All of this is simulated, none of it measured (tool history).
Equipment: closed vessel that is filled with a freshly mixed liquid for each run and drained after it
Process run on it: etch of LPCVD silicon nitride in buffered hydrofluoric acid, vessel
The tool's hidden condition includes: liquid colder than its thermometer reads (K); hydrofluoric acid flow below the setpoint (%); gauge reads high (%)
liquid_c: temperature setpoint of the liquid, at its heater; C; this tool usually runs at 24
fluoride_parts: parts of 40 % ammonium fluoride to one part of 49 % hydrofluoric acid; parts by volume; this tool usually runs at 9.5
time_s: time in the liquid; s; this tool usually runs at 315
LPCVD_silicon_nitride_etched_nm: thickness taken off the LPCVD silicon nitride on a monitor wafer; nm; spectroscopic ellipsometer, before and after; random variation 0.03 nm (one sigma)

run,hour,liquid_c,fluoride_parts,time_s,wafers since the last listed run,hours since the thermometer was replaced,hours since the hydrofluoric acid flow meter was replaced,hours since the gauge calibration,"read-back film thickness of the LPCVD silicon nitride reference wafer, read on the same gauge (nm)",LPCVD_silicon_nitride_etched_nm
1,0,26.5,9.5,315,0,1999.1,1051.4,551.3,90,5.01
2,75.6,24,9.5,180,5746,2074.7,1127,626.9,90,2.46
3,120.1,24,9.5,180,3382,2119.2,1171.5,671.4,90.01,2.44
4,195.1,24,9.5,180,5700,2194.2,1246.5,746.4,89.99,2.42
5,290.9,24,9.5,315,7281,2290,1342.3,842.2,90,4.17
6,378.8,24,9.5,315,6681,2377.9,1430.2,930.1,89.94,4.14
# hour 381.3: hydrofluoric acid flow meter replaced
# hour 461.2: thermometer replaced
7,470.8,24,9.5,315,6840,9.6,89.5,1022.1,90.05,5
# hour 551.7: gauge calibrated
8,560,28,6.5,435,6780,98.8,178.7,8.3,89.98,12.43

Run 9 has not been measured yet. What should we expect?
9,642.1,26.5,9.5,315,6240,180.9,260.8,90.4,?,?

{"run 9": {"read-back film thickness of the LPCVD silicon nitride reference wafer, read on the same gauge (nm)": 89.99, "LPCVD_silicon_nitride_etched_nm": 5.67}}
Minus the tool's unlogged condition, the same run would have read LPCVD_silicon_nitride_etched_nm 5.88 nm.
